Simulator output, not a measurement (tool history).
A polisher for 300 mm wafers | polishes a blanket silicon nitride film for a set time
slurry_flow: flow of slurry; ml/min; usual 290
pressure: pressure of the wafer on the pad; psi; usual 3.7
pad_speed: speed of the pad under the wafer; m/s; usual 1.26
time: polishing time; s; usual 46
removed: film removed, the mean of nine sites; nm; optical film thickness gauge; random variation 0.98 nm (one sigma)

| run | hour | slurry_flow | pressure | pad_speed | time | wafers since the last listed run | wafers polished on this pad | hours since the slurry nozzle was cleaned | hours since the head pressure was calibrated | incoming thickness of the incoming film, nm | removed |
|---|---|---|---|---|---|---|---|---|---|---|---|
| 1 | 0 | 255 | 3.7 | 1.46 | 46 | 0 | 655 | 206.3 | 757.2 | 638.4 | 113.4 |
| 2 | 22.9 | 255 | 3.7 | 1.46 | 46 | 227 | 883 | 229.2 | 780.1 | 630.5 | 111.4 |
| 3 | 56.3 | 255 | 3.7 | 1.46 | 46 | 331 | 1215 | 262.6 | 813.5 | 637.5 | 110.8 |
|  | 91.7 | worn pad replaced by a new one |
| 4 | 92.2 | 290 | 4.3 | 1.26 | 46 | 317 | 5 | 298.5 | 849.4 | 633 | 121.3 |
| 5 | 103.4 | 290 | 3.7 | 1.02 | 36 | 111 | 116 | 309.7 | 860.6 | 647.4 | 69.2 |
| 6 | 137.3 | 290 | 3.7 | 1.02 | 36 | 336 | 453 | 343.6 | 894.5 | 640.2 | 66.8 |
| 7 | 173.1 | 290 | 3.7 | 1.02 | 36 | 355 | 808 | 379.4 | 930.3 | 633.7 | 67.6 |
| 8 | 203.1 | 325 | 3.7 | 1.26 | 46 | 298 | 1107 | 409.4 | 960.3 | 646 | 100.1 |
| 9 | 232.4 | 325 | 3.7 | 1.26 | 46 | 291 | 1398 | 438.7 | 989.6 | 641 | 97.8 |
|  | 247 | worn pad replaced by a new one |
| 10 | 252.5 | 325 | 3.7 | 1.26 | 46 | 159 | 54 | 458.8 | 1009.7 | 635.5 | 102.8 |
| 11 | 275.9 | 290 | 3.2 | 1.52 | 46 | 232 | 287 | 482.2 | 1033.1 | 652.9 | 102.5 |
| 12 | 296.4 | 290 | 3.2 | 1.52 | 46 | 203 | 491 | 502.7 | 1053.6 | 641.6 | 103.3 |
|  | 360.4 | head pressure recalibrated |
| 13 | 380.1 | 290 | 3.2 | 1.52 | 46 | 811 | 1302 | 586.4 | 19.7 | 648.2 | 99.6 |
| 14 | 393.1 | 290 | 3.7 | 1.26 | 33 | 129 | 1432 | 599.4 | 32.7 | 647.3 | 71.2 |
|  | 427.3 | worn pad replaced by a new one |
| 15 | 427.8 | 330 | 4.8 | 1.26 | 46 | 305 | 4 | 634.1 | 67.4 | 652.6 | 135.8 |
| 16 | 454.2 | 240 | 3.7 | 0.98 | 57 | 262 | 267 | 660.5 | 93.8 | 649.4 | 100.6 |
| 17 | 553.2 | 290 | 4.4 | 1.26 | 56 | 983 | 1251 | 759.5 | 192.8 | 642.5 | 143.5 |
| 18 | 576 | 260 | 3.7 | 1.56 | 59 | 226 | 1477 | 782.3 | 215.6 | 640.1 | 146.6 |
|  | 581.9 | worn pad replaced by a new one |
| 19 | 596.2 | 290 | 3.7 | 1.26 | 46 | 160 | 141 | 802.5 | 235.8 | 647.6 | 100 |
|  | 634.7 | slurry nozzle cleaned |
| 20 | 665.8 | 290 | 3.7 | 0.96 | 46 | 681 | 823 | 31.1 | 305.4 | 642.3 | 81.7 |
|  | 735.9 | worn pad replaced by a new one |
| 21 | 750.6 | 340 | 3.7 | 1.66 | 59 | 802 | 146 | 115.9 | 390.2 | 636.3 | 169.6 |
| 22 | 782.9 | 290 | 2.6 | 0.88 | 32 | 320 | 467 | 148.2 | 422.5 | 630.4 | 37.6 |
| 23 | 807.9 | 250 | 4.3 | 1.46 | 46 | 248 | 715 | 173.2 | 447.5 | 641.1 | 131.4 |
| 24 | 835 | 290 | 3.7 | 1.26 | 46 | 269 | 985 | 200.3 | 474.6 | 632.2 | 102 |
| 25 | 864.9 | 250 | 3.7 | 1.5 | 36 | 297 | 1282 | 230.2 | 504.5 | 637.7 | 87.5 |
| 26 | 880 | 255 | 4.5 | 1.52 | 60 | 150 | 1432 | 245.3 | 519.6 | 641.2 | 181.9 |

How the hidden state differs across the entries between the runs, from the last listed run before each to the first after it:
Between runs 3 and 4: worn pad replaced by a new one (hour 91.7)
  removal rate lost through wear of the pad, %: 3.65 -> 0.301; slurry flow missing at the pad, %: 32.4 -> 34.3
  measured less the result without the state, removed: -7.6 -> -3.9 nm
Between runs 9 and 10: worn pad replaced by a new one (hour 247)
  removal rate lost through wear of the pad, %: 3.94 -> 0.452; slurry flow missing at the pad, %: 39.9 -> 40.4
  measured less the result without the state, removed: -7.3 -> -3.9 nm
Between runs 12 and 13: head pressure recalibrated (hour 360.4)
  removal rate lost through wear of the pad, %: 2.39 -> 3.72; slurry flow missing at the pad, %: 41.5 -> 43.2
  measured less the result without the state, removed: -6.4 -> -8 nm
Between runs 14 and 15: worn pad replaced by a new one (hour 427.3)
  removal rate lost through wear of the pad, %: 3.8 -> 0.154; slurry flow missing at the pad, %: 43.4 -> 43.9
  measured less the result without the state, removed: -5.7 -> -5.3 nm
Between runs 18 and 19: worn pad replaced by a new one (hour 581.9)
  removal rate lost through wear of the pad, %: 3.84 -> 1.77; slurry flow missing at the pad, %: 45.4 -> 45.6
  measured less the result without the state, removed: -12.8 -> -6.1 nm
Between runs 19 and 20: slurry nozzle cleaned (hour 634.7)
  removal rate lost through wear of the pad, %: 1.77 -> 3.97; slurry flow missing at the pad, %: 45.6 -> 5.63
  measured less the result without the state, removed: -6.1 -> -3.7 nm
Between runs 20 and 21: worn pad replaced by a new one (hour 735.9)
  removal rate lost through wear of the pad, %: 3.97 -> 1.53; slurry flow missing at the pad, %: 5.63 -> 16.2
  measured less the result without the state, removed: -3.7 -> -4.4 nm

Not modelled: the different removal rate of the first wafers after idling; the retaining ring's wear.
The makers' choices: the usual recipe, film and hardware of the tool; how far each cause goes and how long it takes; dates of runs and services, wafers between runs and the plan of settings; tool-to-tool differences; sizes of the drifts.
